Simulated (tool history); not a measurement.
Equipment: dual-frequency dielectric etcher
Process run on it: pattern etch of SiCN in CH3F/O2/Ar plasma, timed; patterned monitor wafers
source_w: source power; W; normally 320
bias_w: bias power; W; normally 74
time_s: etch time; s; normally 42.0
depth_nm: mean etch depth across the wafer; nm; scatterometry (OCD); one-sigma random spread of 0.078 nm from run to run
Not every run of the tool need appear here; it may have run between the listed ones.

run   hour  source_w  bias_w  time_s  read-back reference wafer on the same gauge, depth_nm  depth_nm
  1    0.0       370      74    42.0                                                  16.50     16.54
  2   25.5       370      74    42.0                                                  16.49     16.58
  3   60.4       370      74    42.0                                                  16.51     16.54
  4  107.4       320      69    45.5                                                  16.50     16.01
  5  133.8       320      69    45.5                                                  16.46     16.05
  6  160.2       320      74    42.0                                                  16.51     15.01
  7  209.7       260      74    42.0                                                  16.48     13.14
  8  241.2       320      74    42.0                                                  16.48     14.90
     285.7  -- wet clean of the chamber
  9  286.2       320      69    45.5                                                  16.49     16.14
     295.3  -- bias power generator calibrated
 10  301.2       320      74    33.5                                                  16.51     12.17
 11  354.4       280      74    42.0                                                  16.49     13.97
     412.6  -- gauge calibrated
 12  423.0       320      74    48.0                                                  16.49     17.18
 13  473.0       320      91    36.5                                                  16.51     13.86
     676.3  -- source power generator calibrated
     689.3  -- upper electrode replaced
 14  689.8       320      67    35.0                                                  16.50     12.08
     750.4  -- wet clean of the chamber
 15  751.9       290      82    49.0                                                  16.50     17.30
 16  795.9       320      74    42.0                                                  16.50     15.05
 17  862.8       320      74    52.0                                                  16.46     18.63

3 ways to go on from here, each from the tool as it stands after run 17. What would each give?
  A  863.2       320      74    42.0                                                      ?         ?
  B  863.2       320      61    38.5                                                      ?         ?
  C  863.2       390      90    32.0                                                      ?         ?

run  read-back reference wafer on the same gauge, depth_nm  depth_nm
  A                                                  16.49     14.97
  B                                                  16.49     13.03
  C                                                  16.49     13.50
Had the tool no hidden state, the same runs would have come out as:
run  depth_nm
  A     15.19
  B     13.22
  C     13.70
